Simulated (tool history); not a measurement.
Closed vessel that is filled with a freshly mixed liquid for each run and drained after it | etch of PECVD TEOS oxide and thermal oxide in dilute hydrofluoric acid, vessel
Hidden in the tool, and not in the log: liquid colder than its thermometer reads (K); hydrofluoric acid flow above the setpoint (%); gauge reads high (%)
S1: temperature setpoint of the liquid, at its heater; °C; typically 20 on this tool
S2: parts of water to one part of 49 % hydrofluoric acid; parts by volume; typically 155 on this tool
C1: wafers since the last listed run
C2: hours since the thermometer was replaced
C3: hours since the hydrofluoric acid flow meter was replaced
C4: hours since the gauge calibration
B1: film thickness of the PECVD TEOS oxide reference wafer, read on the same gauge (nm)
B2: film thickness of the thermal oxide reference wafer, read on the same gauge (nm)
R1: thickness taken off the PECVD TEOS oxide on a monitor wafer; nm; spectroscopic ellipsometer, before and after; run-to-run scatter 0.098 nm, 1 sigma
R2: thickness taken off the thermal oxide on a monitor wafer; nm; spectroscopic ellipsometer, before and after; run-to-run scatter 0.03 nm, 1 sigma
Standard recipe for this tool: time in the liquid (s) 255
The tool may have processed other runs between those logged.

{"run": 1, "hour": 0.0, "S1": 20, "S2": 155, "time in the liquid (s)": 255, "C1": 0, "C2": 778.6, "C3": 20.4, "C4": 177.7, "B1": 99.97, "B2": 50, "R1": 10.9, "R2": 6.36}
{"run": 2, "hour": 105.0, "S1": 20, "S2": 155, "time in the liquid (s)": 255, "C1": 12241, "C2": 883.6, "C3": 125.4, "C4": 282.7, "B1": 99.98, "B2": 50, "R1": 10.79, "R2": 6.42}
{"run": 3, "hour": 185.0, "S1": 20, "S2": 155, "time in the liquid (s)": 255, "C1": 9326, "C2": 963.6, "C3": 205.4, "C4": 362.7, "B1": 100, "B2": 49.99, "R1": 10.83, "R2": 6.46}
{"run": 4, "hour": 268.3, "S1": 17.5, "S2": 170, "time in the liquid (s)": 255, "C1": 9711, "C2": 1046.9, "C3": 288.7, "C4": 446, "B1": 100.03, "B2": 50.01, "R1": 8.76, "R2": 5.21}
{"run": 5, "hour": 374.6, "S1": 17.5, "S2": 170, "time in the liquid (s)": 255, "C1": 12393, "C2": 1153.2, "C3": 395, "C4": 552.3, "B1": 100.01, "B2": 50.03, "R1": 8.71, "R2": 5.25}
{"run": 6, "hour": 422.9, "S1": 17.5, "S2": 170, "time in the liquid (s)": 255, "C1": 5631, "C2": 1201.5, "C3": 443.3, "C4": 600.6, "B1": 100.01, "B2": 50.04, "R1": 8.7, "R2": 5.23}
{"run": 7, "hour": 518.2, "S1": 20, "S2": 200, "time in the liquid (s)": 255, "C1": 11110, "C2": 1296.8, "C3": 538.6, "C4": 695.9, "B1": 99.99, "B2": 50, "R1": 8.09, "R2": 4.74}
{"hour": 529.7, "done": "gauge calibrated"}
{"run": 8, "hour": 602.7, "S1": 22.5, "S2": 235, "time in the liquid (s)": 125, "C1": 9851, "C2": 1381.3, "C3": 623.1, "C4": 73, "B1": 100.01, "B2": 49.98, "R1": 3.6, "R2": 2.13}
{"hour": 637.7, "done": "thermometer replaced"}
{"run": 9, "hour": 694.5, "S1": 20, "S2": 155, "time in the liquid (s)": 255, "C1": 10585, "C2": 56.8, "C3": 714.9, "C4": 164.8, "B1": 100.03, "B2": 50.02, "R1": 11.68, "R2": 6.81}
{"hour": 725.2, "done": "hydrofluoric acid flow meter replaced"}
{"run": 10, "hour": 799.8, "S1": 17, "S2": 155, "time in the liquid (s)": 255, "C1": 12159, "C2": 162.1, "C3": 74.6, "C4": 270.1, "B1": 99.99, "B2": 49.98, "R1": 9.63, "R2": 5.86}
{"run": 11, "hour": 905.3, "S1": 18, "S2": 155, "time in the liquid (s)": 360, "C1": 12299, "C2": 267.6, "C3": 180.1, "C4": 375.6, "B1": 100, "B2": 49.99, "R1": 14.44, "R2": 8.64}
{"run": 12, "hour": 948.1, "S1": 24, "S2": 100, "time in the liquid (s)": 175, "C1": 4989, "C2": 310.4, "C3": 222.9, "C4": 418.4, "B1": 100, "B2": 50.02, "R1": 14.96, "R2": 8.74}
{"run": 13, "hour": 1019.2, "S1": 20, "S2": 200, "time in the liquid (s)": 315, "C1": 8289, "C2": 381.5, "C3": 294, "C4": 489.5, "B1": 100, "B2": 49.99, "R1": 10.27, "R2": 6.1}
{"run": 14, "hour": 1118.1, "S1": 20, "S2": 155, "time in the liquid (s)": 255, "C1": 11530, "C2": 480.4, "C3": 392.9, "C4": 588.4, "B1": 100.02, "B2": 49.99, "R1": 11.18, "R2": 6.59}

Below are 5 alternative next runs, each starting from the tool's condition after run 14. Predict each:
{"run": "A", "hour": 1118.8, "S1": 20, "S2": 155, "time in the liquid (s)": 255, "C1": 81, "C2": 481.1, "C3": 393.6, "C4": 589.1, "B1": "?", "B2": "?", "R1": "?", "R2": "?"}
{"run": "B", "hour": 1118.8, "S1": 20, "S2": 230, "time in the liquid (s)": 315, "C1": 81, "C2": 481.1, "C3": 393.6, "C4": 589.1, "B1": "?", "B2": "?", "R1": "?", "R2": "?"}
{"run": "C", "hour": 1118.8, "S1": 21.5, "S2": 155, "time in the liquid (s)": 330, "C1": 81, "C2": 481.1, "C3": 393.6, "C4": 589.1, "B1": "?", "B2": "?", "R1": "?", "R2": "?"}
{"run": "D", "hour": 1118.8, "S1": 22, "S2": 155, "time in the liquid (s)": 130, "C1": 81, "C2": 481.1, "C3": 393.6, "C4": 589.1, "B1": "?", "B2": "?", "R1": "?", "R2": "?"}
{"run": "E", "hour": 1118.8, "S1": 20, "S2": 155, "time in the liquid (s)": 340, "C1": 81, "C2": 481.1, "C3": 393.6, "C4": 589.1, "B1": "?", "B2": "?", "R1": "?", "R2": "?"}

run=A B1=99.98 B2=49.99 R1=11.17 R2=6.57
run=B B1=99.98 B2=49.99 R1=8.65 R2=5.09
run=C B1=99.98 B2=49.99 R1=15.34 R2=9.03
run=D B1=99.98 B2=49.99 R1=6.16 R2=3.63
run=E B1=99.98 B2=49.99 R1=14.89 R2=8.76
Had the tool no hidden state, the same runs would have come out as:
run=A R1=11.16 R2=6.57
run=B R1=8.62 R2=5.08
run=C R1=15.32 R2=9.02
run=D R1=6.15 R2=3.62
run=E R1=14.88 R2=8.76

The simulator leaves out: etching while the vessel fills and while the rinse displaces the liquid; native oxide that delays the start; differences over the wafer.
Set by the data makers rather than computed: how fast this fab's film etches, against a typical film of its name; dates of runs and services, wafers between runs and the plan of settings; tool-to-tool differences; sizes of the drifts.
